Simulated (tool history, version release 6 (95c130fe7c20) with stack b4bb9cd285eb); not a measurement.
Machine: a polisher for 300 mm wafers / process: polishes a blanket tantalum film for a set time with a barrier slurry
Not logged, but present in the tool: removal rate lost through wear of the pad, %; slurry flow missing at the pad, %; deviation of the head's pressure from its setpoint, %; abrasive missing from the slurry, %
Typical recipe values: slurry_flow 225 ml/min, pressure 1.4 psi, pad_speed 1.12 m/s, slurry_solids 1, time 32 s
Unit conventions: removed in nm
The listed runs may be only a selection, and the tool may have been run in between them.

run,day,slurry_flow,pressure,pad_speed,slurry_solids,time,wafers since the last listed run,wafers polished on this pad,hours since the slurry nozzle was cleaned,hours since the head pressure was calibrated,hours since the slurry blender was calibrated,"incoming thickness of the incoming film, nm",removed
1,0,225,1.4,1.12,1,27,0,6489,377.7,565.6,148.7,424.2,33.3
# day 2.808: worn pad replaced by a new one
2,3.65,225,1.4,1.12,1,27,1104,267,465.3,653.2,236.3,416.6,33.1
# day 4.117: slurry nozzle cleaned
3,5.671,225,1.4,1.3,1,32,627,894,37.3,701.7,284.8,415,45.3
4,7.996,225,1.4,1.12,1,32,737,1631,93.1,757.5,340.6,420.3,39.1
# day 8.208: head pressure recalibrated
5,12.475,225,1.4,1.12,1,32,1393,3025,200.6,102.4,448.1,415.4,39
6,16.462,225,1.4,1.12,1,32,1264,4289,296.3,198.1,543.8,415.2,39
# day 19.317: slurry blender recalibrated
7,19.338,225,1.4,1.12,1,32,885,5174,365.3,267.1,0.5,423.2,38.9
# day 27.992: worn pad replaced by a new one
# day 28.008: slurry nozzle cleaned
8,28.588,225,1.4,1.12,1,32,2874,183,13.9,489.1,222.5,414.4,39.2
9,32.554,225,1.4,1.12,1,32,1257,1441,109.1,584.3,317.7,418.9,38.9
10,35.129,225,1.4,1.12,1,32,816,2257,170.9,646.1,379.5,416.8,38.4
11,39.425,205,1.4,1.12,1,32,1362,3619,274,749.2,482.6,418.9,37.6
12,40.938,225,1.4,1.52,1.25,32,479,4099,310.3,785.5,518.9,412.4,54
# day 42.246: head pressure recalibrated
13,43.65,195,1.8,1.42,1,24,833,4932,375.4,33.7,584,414.4,47
# day 45.867: slurry blender recalibrated
14,45.888,225,1.4,1.12,1,32,683,5615,429.1,87.4,0.5,413.3,38.4
15,50.1,225,1.4,0.78,1,32,1335,6951,530.2,188.5,101.6,418,27
# day 50.725: worn pad replaced by a new one
16,51.95,225,1.2,1.12,1,32,533,388,574.6,232.9,146,417.1,33.4
# day 53.817: slurry nozzle cleaned
17,56.246,225,1.4,1.38,1,32,1348,1737,58.3,336,249.1,416.7,47
18,60.362,225,1.4,1.12,1,32,1305,3043,157.1,434.8,347.9,422.6,38.8
19,62.467,225,1.4,1.12,0.85,32,667,3710,207.6,485.3,398.4,416.5,37.5
20,64.954,285,1.4,0.74,0.9,32,788,4498,267.3,545,458.1,411.4,25.9
21,69.375,285,1.4,1.12,1.15,32,1401,5900,373.4,651.1,564.2,414.4,41.2
# day 70.446: slurry blender recalibrated
# day 71.312: worn pad replaced by a new one
22,73.225,225,1.6,1.12,1,32,1141,606,465.8,743.5,66.7,417.1,44.6
# day 74.7: head pressure recalibrated
23,76.317,225,1.4,1.32,1.15,32,953,1560,540,38.8,140.9,418,46.4
# day 76.904: slurry nozzle cleaned
24,77.933,225,1.2,1.12,1,37,499,2059,24.7,77.6,179.7,419.2,38.8
25,82.046,225,1.4,1.12,1,32,1303,3363,123.4,176.3,278.4,419.2,38.5
26,83.854,225,1.6,1.12,1.3,32,573,3937,166.8,219.7,321.8,414.4,45.7
27,85.492,225,1.1,1.12,1,32,519,4456,206.1,259,361.1,428.2,30.3
28,87.338,225,1.4,1.12,1,32,585,5041,250.4,303.3,405.4,424.8,38.7
29,91.138,170,1.4,0.8,1,32,1204,6246,341.6,394.5,496.6,418.5,26.2
# day 93.188: worn pad replaced by a new one
# day 95.162: slurry blender recalibrated
30,95.271,225,1.4,1.12,1,32,1231,634,440.8,493.7,2.6,422.2,38.9

How the hidden state differs across the entries between the runs, from the last listed run before each to the first after it:
In the gap between runs 1 and 2: worn pad replaced by a new one (day 2.808)
  no hidden state differs between the two runs
In the gap between runs 2 and 3: slurry nozzle cleaned (day 4.117)
  no hidden state differs between the two runs
In the gap between runs 4 and 5: head pressure recalibrated (day 8.208)
  no hidden state differs between the two runs
In the gap between runs 6 and 7: slurry blender recalibrated (day 19.317)
  no hidden state differs between the two runs
In the gap between runs 7 and 8: worn pad replaced by a new one (day 27.992); slurry nozzle cleaned (day 28.008)
  no hidden state differs between the two runs
In the gap between runs 12 and 13: head pressure recalibrated (day 42.246)
  no hidden state differs between the two runs
In the gap between runs 13 and 14: slurry blender recalibrated (day 45.867)
  no hidden state differs between the two runs
In the gap between runs 15 and 16: worn pad replaced by a new one (day 50.725)
  no hidden state differs between the two runs
In the gap between runs 16 and 17: slurry nozzle cleaned (day 53.817)
  no hidden state differs between the two runs
In the gap between runs 21 and 22: slurry blender recalibrated (day 70.446); worn pad replaced by a new one (day 71.312)
  no hidden state differs between the two runs
In the gap between runs 22 and 23: head pressure recalibrated (day 74.7)
  no hidden state differs between the two runs
In the gap between runs 23 and 24: slurry nozzle cleaned (day 76.904)
  no hidden state differs between the two runs
In the gap between runs 29 and 30: worn pad replaced by a new one (day 93.188); slurry blender recalibrated (day 95.162)
  no hidden state differs between the two runs

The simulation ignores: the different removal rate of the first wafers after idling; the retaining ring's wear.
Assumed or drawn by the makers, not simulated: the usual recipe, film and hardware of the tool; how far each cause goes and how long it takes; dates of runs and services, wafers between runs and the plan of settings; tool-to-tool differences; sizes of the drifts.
